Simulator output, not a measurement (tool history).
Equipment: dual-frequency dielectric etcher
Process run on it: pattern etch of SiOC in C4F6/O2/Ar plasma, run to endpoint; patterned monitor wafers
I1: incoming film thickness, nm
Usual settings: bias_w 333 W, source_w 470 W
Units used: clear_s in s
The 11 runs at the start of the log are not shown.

{"run": 12, "day": 29.171, "bias_w": 333, "source_w": 360, "I1": 24.64, "clear_s": 12}
{"run": 13, "day": 32.779, "bias_w": 333, "source_w": 500, "I1": 25.05, "clear_s": 10.4}
{"run": 14, "day": 35.35, "bias_w": 300, "source_w": 560, "I1": 25.13, "clear_s": 10.3}
{"run": 15, "day": 38.054, "bias_w": 373, "source_w": 470, "I1": 25.02, "clear_s": 10.4}
{"day": 41.388, "done": "wet clean of the chamber"}
{"run": 16, "day": 41.833, "bias_w": 390, "source_w": 470, "I1": 24.86, "clear_s": 10.1}
{"run": 17, "day": 44.267, "bias_w": 295, "source_w": 440, "I1": 24.9, "clear_s": 11.5}
{"day": 45.608, "done": "bias power generator calibrated"}
{"run": 18, "day": 46.004, "bias_w": 333, "source_w": 470, "I1": 24.74, "clear_s": 10.6}
{"run": 19, "day": 50.458, "bias_w": 369, "source_w": 470, "I1": 24.82, "clear_s": 10.3}
{"run": 20, "day": 53.896, "bias_w": 333, "source_w": 470, "I1": 24.76, "clear_s": 10.6}
{"run": 21, "day": 56.904, "bias_w": 333, "source_w": 420, "I1": 24.74, "clear_s": 11.2}
{"day": 60.492, "done": "source power generator calibrated"}
{"run": 22, "day": 60.912, "bias_w": 288, "source_w": 430, "I1": 25.1, "clear_s": 11.6}
{"run": 23, "day": 62.8, "bias_w": 309, "source_w": 370, "I1": 24.77, "clear_s": 11.9}
{"run": 24, "day": 64.646, "bias_w": 276, "source_w": 520, "I1": 25.15, "clear_s": 10.8}
{"run": 25, "day": 67.717, "bias_w": 266, "source_w": 380, "I1": 24.8, "clear_s": 12.4}
{"day": 68.758, "done": "wet clean of the chamber"}
{"run": 26, "day": 71.15, "bias_w": 250, "source_w": 550, "I1": 24.82, "clear_s": 10.7}
{"run": 27, "day": 74.479, "bias_w": 302, "source_w": 520, "I1": 24.79, "clear_s": 10.1}
{"run": 28, "day": 78.55, "bias_w": 394, "source_w": 470, "I1": 24.67, "clear_s": 9.8}
{"run": 29, "day": 80.704, "bias_w": 333, "source_w": 470, "I1": 25.04, "clear_s": 10.5}
{"run": 30, "day": 84.788, "bias_w": 370, "source_w": 430, "I1": 24.66, "clear_s": 10.4}
{"run": 31, "day": 88.921, "bias_w": 398, "source_w": 550, "I1": 24.76, "clear_s": 9.2}
{"run": 32, "day": 93.25, "bias_w": 333, "source_w": 520, "I1": 24.68, "clear_s": 9.9}
{"day": 95.675, "done": "wet clean of the chamber"}
{"run": 33, "day": 96.917, "bias_w": 301, "source_w": 570, "I1": 25.02, "clear_s": 10.1}

What will run 34 give?
{"run": 34, "day": 100.217, "bias_w": 295, "source_w": 510, "I1": 24.86, "clear_s": "?"}

clear_s: 10.6 s
Take away the tool's hidden state, keep the run-to-run variation as it was, and the same run would have given clear_s 10.6 s.
